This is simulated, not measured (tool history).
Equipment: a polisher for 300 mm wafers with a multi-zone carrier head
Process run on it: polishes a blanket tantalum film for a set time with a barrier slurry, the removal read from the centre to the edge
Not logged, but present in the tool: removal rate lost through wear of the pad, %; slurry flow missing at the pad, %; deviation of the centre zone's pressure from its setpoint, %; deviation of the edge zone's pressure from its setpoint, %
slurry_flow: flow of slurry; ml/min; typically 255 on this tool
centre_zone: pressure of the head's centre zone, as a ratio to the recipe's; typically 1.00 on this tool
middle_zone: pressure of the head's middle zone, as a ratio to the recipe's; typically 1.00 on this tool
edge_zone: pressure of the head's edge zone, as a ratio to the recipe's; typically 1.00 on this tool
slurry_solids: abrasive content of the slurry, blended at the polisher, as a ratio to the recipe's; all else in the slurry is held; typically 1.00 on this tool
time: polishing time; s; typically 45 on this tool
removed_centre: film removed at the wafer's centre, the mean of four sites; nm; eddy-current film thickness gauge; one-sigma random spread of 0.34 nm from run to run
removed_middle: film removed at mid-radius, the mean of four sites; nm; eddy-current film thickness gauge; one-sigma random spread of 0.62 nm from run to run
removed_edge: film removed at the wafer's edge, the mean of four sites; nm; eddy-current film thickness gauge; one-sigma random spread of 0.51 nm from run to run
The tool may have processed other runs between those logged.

run     day  slurry_flow  centre_zone  middle_zone  edge_zone  slurry_solids  time  wafers since the last listed run  wafers polished on this pad  hours since the slurry nozzle was cleaned  hours since the centre zone pressure was calibrated  hours since the edge zone pressure was calibrated  hours since the carrier head's membrane was replaced  incoming thickness of the incoming film, nm  removed_centre  removed_middle  removed_edge
  1   0.000          255         1.00         1.00       1.00           1.00    39                                 0                          483                                      527.5                                                652.0                                               50.5                                                1138.2                                        388.1            38.9            40.6          41.5
      0.708  -- slurry nozzle cleaned
  2   1.425          255         1.00         0.97       1.00           1.00    40                               509                          993                                       17.2                                                686.2                                               84.7                                                1172.4                                        396.0            43.2            42.7          44.6
  3   2.862          255         1.00         1.00       1.00           1.20    45                               529                         1523                                       51.7                                                720.7                                              119.2                                                1206.9                                        395.6            51.1            50.9          52.6
  4   5.079          255         1.00         1.00       1.00           1.20    45                               816                         2340                                      104.9                                                773.9                                              172.4                                                1260.1                                        389.2            49.0            49.5          51.2
  5   6.917          255         1.00         1.00       1.00           1.00    45                               677                         3017                                      149.0                                                818.0                                              216.5                                                1304.2                                        398.1            45.7            46.7          46.5
      7.329  -- worn pad replaced by a new one
  6  13.988          255         1.00         1.00       1.00           1.00    45                              2544                         2454                                      318.7                                                987.7                                              386.2                                                1473.9                                        389.9            45.7            46.1          47.1
  7  16.221          255         1.00         1.00       1.00           1.00    45                               823                         3277                                      372.3                                               1041.3                                              439.8                                                1527.5                                        388.7            43.2            45.0          45.7
     16.621  -- worn pad replaced by a new one
  8  17.362          255         1.00         1.00       1.00           1.00    45                               359                          273                                      399.7                                               1068.7                                              467.2                                                1554.9                                        395.8            46.9            48.7          48.7
     18.312  -- centre zone pressure recalibrated
     18.896  -- slurry nozzle cleaned
  9  19.100          255         1.00         1.00       1.00           1.00    45                               594                          868                                        4.9                                                 18.9                                              508.9                                                1596.6                                        395.5            48.6            49.3          50.3
     21.079  -- edge zone pressure recalibrated
 10  21.100          255         1.00         1.00       1.00           1.00    45                               706                         1574                                       52.9                                                 66.9                                                0.5                                                1644.6                                        395.3            46.9            48.3          48.6
 11  22.529          310         1.00         1.00       1.00           1.00    45                               526                         2101                                       87.2                                                101.2                                               34.8                                                1678.9                                        390.5            46.8            47.9          48.6
 12  25.208          315         1.00         1.00       1.00           1.15    45                               987                         3088                                      151.5                                                165.5                                               99.1                                                1743.2                                        383.3            48.6            48.9          49.5
     25.575  -- worn pad replaced by a new one
     26.146  -- carrier head's membrane replaced by a new one
 13  27.646          205         1.00         1.00       1.00           1.25    45                               760                          685                                      210.0                                                224.0                                              157.6                                                  36.0                                        392.5            48.4            50.3          51.8
 14  30.096          255         0.88         1.06       1.00           0.75    45                               902                         1588                                      268.8                                                282.8                                              216.4                                                  94.8                                        398.2            35.9            42.6          43.2
 15  32.917          255         1.00         1.12       1.00           1.00    45                              1039                         2628                                      336.5                                                350.5                                              284.1                                                 162.5                                        389.5            44.0            51.0          46.1
     34.417  -- worn pad replaced by a new one
 16  35.267          220         1.06         0.94       1.00           1.00    45                               804                          313                                      392.9                                                406.9                                              340.5                                                 218.9                                        385.2            47.7            44.4          47.8
 17  36.925          255         1.00         1.00       1.00           1.00    45                               611                          924                                      432.7                                                446.7                                              380.3                                                 258.7                                        386.0            45.1            46.4          47.5
     37.725  -- slurry nozzle cleaned
 18  38.988          255         0.91         0.92       0.93           1.00    39                               744                         1669                                       30.3                                                496.2                                              429.8                                                 308.2                                        387.6            37.1            38.2          41.6
 19  41.308          255         0.88         1.06       1.00           0.75    45                               855                         2525                                       86.0                                                551.9                                              485.5                                                 363.9                                        396.6            35.5            43.9          41.6
     42.162  -- worn pad replaced by a new one
 20  42.850          255         0.95         1.08       1.00           1.00    55                               506                          254                                      123.0                                                588.9                                              522.5                                                 400.9                                        389.4            55.7            64.0          61.2

Run-by-run hidden state of the tool:
deviation of the centre zone's pressure from its setpoint, %: 0, the same for each run
deviation of the edge zone's pressure from its setpoint, %: 0, the same for each run
H1: removal rate lost through wear of the pad, %
H2: slurry flow missing at the pad, %
run    H1    H2
  1  1.31  42.3
  2  2.58  1.75
  3  3.85  4.48
  4  5.81  8.69
  5  7.44  12.2
  6  5.93  25.6
  7  7.91  29.8
  8  1.42    32
  9  2.96     2
 10  4.73  5.79
 11  5.99  8.51
 12  8.37  13.6
 13  2.37  18.2
 14  4.54  22.9
 15  7.04  28.2
 16  2.01  32.7
 17  3.48  35.8
 18  5.31  2.95
 19  7.37  7.36
 20  1.59  10.3

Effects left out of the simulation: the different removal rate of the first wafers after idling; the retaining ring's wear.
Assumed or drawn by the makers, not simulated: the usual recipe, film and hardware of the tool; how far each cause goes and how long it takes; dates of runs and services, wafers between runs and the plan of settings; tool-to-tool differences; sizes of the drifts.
